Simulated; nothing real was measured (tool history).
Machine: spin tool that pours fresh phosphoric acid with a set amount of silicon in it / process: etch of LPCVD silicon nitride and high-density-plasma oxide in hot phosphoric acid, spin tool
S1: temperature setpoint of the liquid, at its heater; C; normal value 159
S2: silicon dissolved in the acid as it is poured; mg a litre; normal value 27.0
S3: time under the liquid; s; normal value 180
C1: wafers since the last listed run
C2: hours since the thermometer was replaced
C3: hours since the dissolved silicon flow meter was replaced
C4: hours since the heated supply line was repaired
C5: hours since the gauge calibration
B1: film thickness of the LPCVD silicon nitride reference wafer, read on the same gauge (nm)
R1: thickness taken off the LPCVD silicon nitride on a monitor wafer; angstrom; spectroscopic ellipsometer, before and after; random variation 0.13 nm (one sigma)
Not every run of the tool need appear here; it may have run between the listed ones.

run   hour   S1    S2   S3   C1      C2     C3      C4     C5     B1     R1
  1    0.0  159  27.0  180    0   903.7  172.8  2935.1  464.3  49.96  121.4
  2   42.8  159  10.5  105  225   946.5  215.6  2977.9  507.1  50.03   70.4
  3  105.3  159  10.5  105  329  1009.0  278.1  3040.4  569.6  50.01   69.3
  4  140.1  159  10.5  105  183  1043.8  312.9  3075.2  604.4  50.02   69.9
  5  194.6  159  27.0  180  287  1098.3  367.4  3129.7  658.9  50.00  118.7
  6  221.5  159  27.0  180  141  1125.2  394.3  3156.6  685.8  50.02  121.0
  7  281.6  159  27.0  180  317  1185.3  454.4  3216.7  745.9  50.00  118.4
  8  352.2  159  13.0  180  372  1255.9  525.0  3287.3  816.5  50.02  119.2
     373.7  -- gauge calibrated
  9  400.8  159  40.0  240  256  1304.5  573.6  3335.9   27.1  49.96  159.3
     408.9  -- heated supply line repaired
 10  456.6  159  40.0  240  289  1360.3  629.4    47.7   82.9  49.98  176.4

Run 11, settings as shown, results not yet in. Your forecast:
 11  505.4  158  27.0  180  257  1409.1  678.2  96.5  131.7   ?   ?

{"run 11": {"B1": 50.05, "R1": 127.9}}
Minus the tool's unlogged condition, the same run would have read R1 130.5 angstrom.
